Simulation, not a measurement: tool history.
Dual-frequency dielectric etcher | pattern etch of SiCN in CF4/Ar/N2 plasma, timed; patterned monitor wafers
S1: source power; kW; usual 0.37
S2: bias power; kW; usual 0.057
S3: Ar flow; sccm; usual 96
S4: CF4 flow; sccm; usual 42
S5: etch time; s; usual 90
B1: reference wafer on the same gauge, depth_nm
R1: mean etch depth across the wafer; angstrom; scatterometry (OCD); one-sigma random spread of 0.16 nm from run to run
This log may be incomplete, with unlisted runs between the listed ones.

run,hour,S1,S2,S3,S4,S5,B1,R1
1,0,0.37,0.057,96,42,84,63.8,509
2,35.1,0.37,0.057,96,42,84,63.8,509
3,93.5,0.37,0.057,105,42,90,63.7,535
# hour 143: wet clean of the chamber
4,143.5,0.37,0.057,105,42,90,63.8,534
# hour 181.9: CF4 flow controller replaced
5,182.4,0.37,0.057,105,42,90,63.9,536
6,208.6,0.37,0.057,81,42,90,63.8,563
7,260.9,0.41,0.057,96,42,74,63.8,482
# hour 272.3: bias power generator calibrated
8,321.1,0.37,0.051,96,42,90,63.8,521
9,365.3,0.37,0.057,96,42,90,63.8,558
# hour 386.1: source power generator calibrated
10,430.3,0.37,0.057,96,52,112,63.8,725
# hour 517.8: upper electrode replaced
11,518.3,0.37,0.057,96,42,90,63.8,555
# hour 563.7: wet clean of the chamber
12,564.2,0.37,0.057,81,42,90,63.8,571
# hour 584: gauge calibrated
13,599.5,0.37,0.057,96,42,90,63.8,554
14,658.2,0.42,0.057,79,50,112.5,63.8,810
# hour 688.4: Ar flow controller replaced
15,690.7,0.37,0.057,96,42,90,63.8,556
16,725.8,0.37,0.064,78,32,102.5,63.8,654
17,756.9,0.37,0.057,110,42,90,63.8,539
18,827.7,0.32,0.057,105,52,81,63.8,461
19,898.1,0.37,0.057,96,33,90,63.8,519
20,929.8,0.37,0.068,115,42,73,63.8,480
21,955.1,0.37,0.057,96,42,100,63.8,610

Below are 4 alternative next runs, each starting from the tool's condition after run 21. Predict each:
A,955.5,0.37,0.057,96,42,90,?,?
B,955.5,0.37,0.057,96,42,117,?,?
C,955.5,0.42,0.057,96,52,116,?,?
D,955.5,0.37,0.068,96,51,112,?,?

run,B1,R1
A,63.8,547
B,63.8,711
C,63.8,809
D,63.8,780
Without the tool's hidden state the same runs would have given:
run,R1
A,556
B,723
C,822
D,793
